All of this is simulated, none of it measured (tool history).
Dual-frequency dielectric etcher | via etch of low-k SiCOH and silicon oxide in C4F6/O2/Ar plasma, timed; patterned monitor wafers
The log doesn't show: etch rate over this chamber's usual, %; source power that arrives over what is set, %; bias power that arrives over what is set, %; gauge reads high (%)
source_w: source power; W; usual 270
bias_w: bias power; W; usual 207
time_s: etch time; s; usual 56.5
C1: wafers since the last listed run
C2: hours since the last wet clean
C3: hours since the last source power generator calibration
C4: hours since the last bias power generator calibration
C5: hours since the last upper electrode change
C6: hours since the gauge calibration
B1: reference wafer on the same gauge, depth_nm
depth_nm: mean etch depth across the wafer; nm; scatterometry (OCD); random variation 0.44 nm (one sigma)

Run 1, day 0.000: usual settings; C1 0; C2 267.5; C3 1167.6; C4 1634.4; C5 1884.9; C6 1118.0; B1 113.1. Result: depth_nm 130.3 nm.
Run 2, day 1.017: usual settings; C1 357; C2 291.9; C3 1192.0; C4 1658.8; C5 1909.3; C6 1142.4; B1 113.2. Result: depth_nm 130.7 nm.
Run 3, day 5.483: usual settings; C1 1569; C2 399.1; C3 1299.2; C4 1766.0; C5 2016.5; C6 1249.6; B1 113.0. Result: depth_nm 131.0 nm.
Run 4, day 7.992: usual settings; C1 881; C2 459.3; C3 1359.4; C4 1826.2; C5 2076.7; C6 1309.8; B1 113.0. Result: depth_nm 130.7 nm.
At day 9.454: wet clean of the chamber.
Run 5, day 9.475: usual settings; C1 169; C2 0.5; C3 1395.0; C4 1861.8; C5 2112.3; C6 1345.4; B1 113.1. Result: depth_nm 131.7 nm.
Run 6, day 9.954: usual settings; C1 168; C2 12.0; C3 1406.5; C4 1873.3; C5 2123.8; C6 1356.9; B1 112.9. Result: depth_nm 131.7 nm.
Run 7, day 11.379: usual settings but time_s 60.0 s; C1 500; C2 46.2; C3 1440.7; C4 1907.5; C5 2158.0; C6 1391.1; B1 113.0. Result: depth_nm 138.5 nm.
At day 11.712: gauge calibrated.
Run 8, day 12.083: usual settings; C1 247; C2 63.1; C3 1457.6; C4 1924.4; C5 2174.9; C6 8.9; B1 113.0. Result: depth_nm 131.4 nm.
Run 9, day 13.429: usual settings; C1 472; C2 95.4; C3 1489.9; C4 1956.7; C5 2207.2; C6 41.2; B1 112.9. Result: depth_nm 130.2 nm.
Run 10, day 17.567: usual settings but source_w 210 W; C1 1453; C2 194.7; C3 1589.2; C4 2056.0; C5 2306.5; C6 140.5; B1 113.0. Result: depth_nm 121.1 nm.
Run 11, day 19.017: usual settings but time_s 45.5 s; C1 509; C2 229.5; C3 1624.0; C4 2090.8; C5 2341.3; C6 175.3; B1 112.9. Result: depth_nm 105.1 nm.
At day 19.400: source power generator calibrated.
Run 12, day 19.542: usual settings but source_w 220 W, time_s 49.0 s; C1 125; C2 242.1; C3 3.4; C4 2103.4; C5 2353.9; C6 187.9; B1 112.9. Result: depth_nm 106.5 nm.
At day 20.579: bias power generator calibrated.
Run 13, day 20.600: usual settings but source_w 220 W, bias_w 185 W, time_s 48.5 s; C1 313; C2 267.5; C3 28.8; C4 0.5; C5 2379.3; C6 213.3; B1 113.1. Result: depth_nm 100.7 nm.
Run 14, day 21.379: usual settings but source_w 200 W, time_s 69.0 s; C1 273; C2 286.2; C3 47.5; C4 19.2; C5 2398.0; C6 232.0; B1 113.1. Result: depth_nm 146.5 nm.
Run 15, day 22.762: usual settings but source_w 310 W, bias_w 183 W, time_s 63.5 s; C1 486; C2 319.4; C3 80.7; C4 52.4; C5 2431.2; C6 265.2; B1 113.0. Result: depth_nm 146.4 nm.
Run 16, day 23.367: usual settings but source_w 310 W, time_s 48.5 s; C1 212; C2 333.9; C3 95.2; C4 66.9; C5 2445.7; C6 279.7; B1 113.0. Result: depth_nm 118.1 nm.
At day 25.017: upper electrode replaced.
Run 17, day 25.038: usual settings but source_w 340 W, time_s 43.0 s; C1 235; C2 374.0; C3 135.3; C4 107.0; C5 0.5; C6 319.8; B1 113.1. Result: depth_nm 107.1 nm.
Run 18, day 25.138: usual settings but source_w 320 W, time_s 47.0 s; C1 35; C2 376.4; C3 137.7; C4 109.4; C5 2.9; C6 322.2; B1 113.0. Result: depth_nm 114.9 nm.
Run 19, day 25.879: usual settings but source_w 310 W, bias_w 183 W, time_s 63.5 s; C1 260; C2 394.2; C3 155.5; C4 127.2; C5 20.7; C6 340.0; B1 113.0. Result: depth_nm 146.0 nm.
Run 20, day 27.179: usual settings but source_w 310 W, bias_w 163 W, time_s 49.5 s; C1 456; C2 425.4; C3 186.7; C4 158.4; C5 51.9; C6 371.2; B1 112.9. Result: depth_nm 109.3 nm.
Run 21, day 28.271: usual settings; C1 383; C2 451.6; C3 212.9; C4 184.6; C5 78.1; C6 397.4; B1 113.0. Result: depth_nm 130.9 nm.

Run 22 comes next. What will it give?
Run 22, day 29.758: usual settings but source_w 330 W, bias_w 229 W, time_s 49.5 s; C1 522; C2 487.3; C3 248.6; C4 220.3; C5 113.8; C6 433.1; B1 ?. Result: depth_nm ?.

B1: 113.1
depth_nm: 127.2 nm
Without the tool's hidden state the same run would have given depth_nm 127.2 nm.
